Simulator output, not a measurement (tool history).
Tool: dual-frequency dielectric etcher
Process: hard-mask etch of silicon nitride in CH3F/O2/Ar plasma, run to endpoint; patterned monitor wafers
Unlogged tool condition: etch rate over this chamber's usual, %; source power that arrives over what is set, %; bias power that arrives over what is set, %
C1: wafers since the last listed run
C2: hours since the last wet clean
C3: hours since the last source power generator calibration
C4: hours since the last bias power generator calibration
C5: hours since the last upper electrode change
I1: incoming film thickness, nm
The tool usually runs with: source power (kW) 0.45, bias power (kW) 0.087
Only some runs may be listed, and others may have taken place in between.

Run 1, day 0: usual settings but source power (kW) 0.48; C1 0; C2 108.5; C3 3202.3; C4 3197.2; C5 2393.6; I1 33.8. Result: endpoint time (s) 44.
Run 2, day 0.275: usual settings but source power (kW) 0.48; C1 57; C2 115.1; C3 3208.9; C4 3203.8; C5 2400.2; I1 33.49. Result: endpoint time (s) 43.2.
Run 3, day 0.608: usual settings; C1 69; C2 123.1; C3 3216.9; C4 3211.8; C5 2408.2; I1 33.43. Result: endpoint time (s) 44.
Run 4, day 1.033: usual settings; C1 89; C2 133.3; C3 3227.1; C4 3222; C5 2418.4; I1 33.52. Result: endpoint time (s) 44.
Run 5, day 1.608: usual settings; C1 120; C2 147.1; C3 3240.9; C4 3235.8; C5 2432.2; I1 33.36. Result: endpoint time (s) 43.9.
Run 6, day 2.121: usual settings but bias power (kW) 0.098; C1 107; C2 159.4; C3 3253.2; C4 3248.1; C5 2444.5; I1 33.14. Result: endpoint time (s) 40.8.
Run 7, day 2.629: usual settings but bias power (kW) 0.098; C1 106; C2 171.6; C3 3265.4; C4 3260.3; C5 2456.7; I1 33.92. Result: endpoint time (s) 41.7.
Run 8, day 3.288: usual settings but bias power (kW) 0.098; C1 137; C2 187.4; C3 3281.2; C4 3276.1; C5 2472.5; I1 33.2. Result: endpoint time (s) 40.5.
Run 9, day 4.004: usual settings; C1 150; C2 204.6; C3 3298.4; C4 3293.3; C5 2489.7; I1 33.44. Result: endpoint time (s) 43.6.
At day 4.646: source power generator calibrated.
Run 10, day 4.667: usual settings; C1 103; C2 220.5; C3 0.5; C4 3309.2; C5 2505.6; I1 33.53. Result: endpoint time (s) 43.8.
Run 11, day 5.171: usual settings; C1 105; C2 232.6; C3 12.6; C4 3321.3; C5 2517.7; I1 33.46. Result: endpoint time (s) 43.8.
Run 12, day 5.879: usual settings; C1 148; C2 249.6; C3 29.6; C4 3338.3; C5 2534.7; I1 33.55. Result: endpoint time (s) 44.
Run 13, day 6.442: usual settings but source power (kW) 0.51, bias power (kW) 0.077; C1 117; C2 263.1; C3 43.1; C4 3351.8; C5 2548.2; I1 33.52. Result: endpoint time (s) 45.3.
Run 14, day 7.183: usual settings but source power (kW) 0.51, bias power (kW) 0.077; C1 155; C2 280.9; C3 60.9; C4 3369.6; C5 2566; I1 33.42. Result: endpoint time (s) 45.
Run 15, day 7.658: usual settings but source power (kW) 0.41; C1 99; C2 292.3; C3 72.3; C4 3381; C5 2577.4; I1 33.71. Result: endpoint time (s) 45.5.
At day 8.996: upper electrode replaced.
Run 16, day 9.017: usual settings but bias power (kW) 0.081; C1 75; C2 324.9; C3 104.9; C4 3413.6; C5 0.5; I1 33.78. Result: endpoint time (s) 45.9.
Run 17, day 9.029: usual settings but bias power (kW) 0.102; C1 2; C2 325.2; C3 105.2; C4 3413.9; C5 0.8; I1 33.8. Result: endpoint time (s) 40.2.
At day 10.496: wet clean of the chamber.
Run 18, day 10.517: usual settings but bias power (kW) 0.072; C1 102; C2 0.5; C3 140.9; C4 3449.6; C5 36.5; I1 33.63. Result: endpoint time (s) 49.8.
Run 19, day 10.533: usual settings but source power (kW) 0.48; C1 3; C2 0.9; C3 141.3; C4 3450; C5 36.9; I1 33.4. Result: endpoint time (s) 43.5.
Run 20, day 11.517: usual settings but source power (kW) 0.56, bias power (kW) 0.07; C1 206; C2 24.5; C3 164.9; C4 3473.6; C5 60.5; I1 33.65. Result: endpoint time (s) 47.3.
Run 21, day 12.012: usual settings but bias power (kW) 0.077; C1 103; C2 36.4; C3 176.8; C4 3485.5; C5 72.4; I1 33.76. Result: endpoint time (s) 48.
Run 22, day 12.642: usual settings; C1 131; C2 51.5; C3 191.9; C4 3500.6; C5 87.5; I1 33.57. Result: endpoint time (s) 44.2.
Run 23, day 13.354: usual settings but source power (kW) 0.39, bias power (kW) 0.079; C1 149; C2 68.6; C3 209; C4 3517.7; C5 104.6; I1 33.27. Result: endpoint time (s) 48.5.
Run 24, day 13.925: usual settings but source power (kW) 0.42, bias power (kW) 0.069; C1 119; C2 82.3; C3 222.7; C4 3531.4; C5 118.3; I1 33.69. Result: endpoint time (s) 52.
Run 25, day 14.458: usual settings but source power (kW) 0.48, bias power (kW) 0.106; C1 111; C2 95.1; C3 235.5; C4 3544.2; C5 131.1; I1 33.51. Result: endpoint time (s) 38.9.
At day 14.7: bias power generator calibrated.
Run 26, day 15.008: usual settings; C1 80; C2 108.3; C3 248.7; C4 7.4; C5 144.3; I1 33.57. Result: endpoint time (s) 44.1.
Run 27, day 15.754: usual settings but source power (kW) 0.56, bias power (kW) 0.073; C1 156; C2 126.2; C3 266.6; C4 25.3; C5 162.2; I1 33.44. Result: endpoint time (s) 45.6.
Run 28, day 16.458: usual settings but source power (kW) 0.36, bias power (kW) 0.081; C1 147; C2 143.1; C3 283.5; C4 42.2; C5 179.1; I1 33.58. Result: endpoint time (s) 49.
Run 29, day 16.921: usual settings but source power (kW) 0.4, bias power (kW) 0.105; C1 96; C2 154.2; C3 294.6; C4 53.3; C5 190.2; I1 33.63. Result: endpoint time (s) 41.
Run 30, day 17.171: usual settings; C1 52; C2 160.2; C3 300.6; C4 59.3; C5 196.2; I1 33.62. Result: endpoint time (s) 44.1.
Run 31, day 17.675: usual settings but source power (kW) 0.54, bias power (kW) 0.097; C1 105; C2 172.3; C3 312.7; C4 71.4; C5 208.3; I1 33.49. Result: endpoint time (s) 39.2.
Run 32, day 18.421: usual settings; C1 156; C2 190.2; C3 330.6; C4 89.3; C5 226.2; I1 33.13. Result: endpoint time (s) 43.4.
Run 33, day 18.904: usual settings; C1 101; C2 201.8; C3 342.2; C4 100.9; C5 237.8; I1 33.54. Result: endpoint time (s) 43.9.

For run 34, what comes out?
Run 34, day 19.5: usual settings but source power (kW) 0.48, bias power (kW) 0.098; C1 124; C2 216.1; C3 356.5; C4 115.2; C5 252.1; I1 33.24. Result: endpoint time (s) ?.

Logged for run 34: endpoint time (s) 40.
If the tool had no hidden condition, the same run with the same run-to-run variation would have returned endpoint time (s) 40.4.
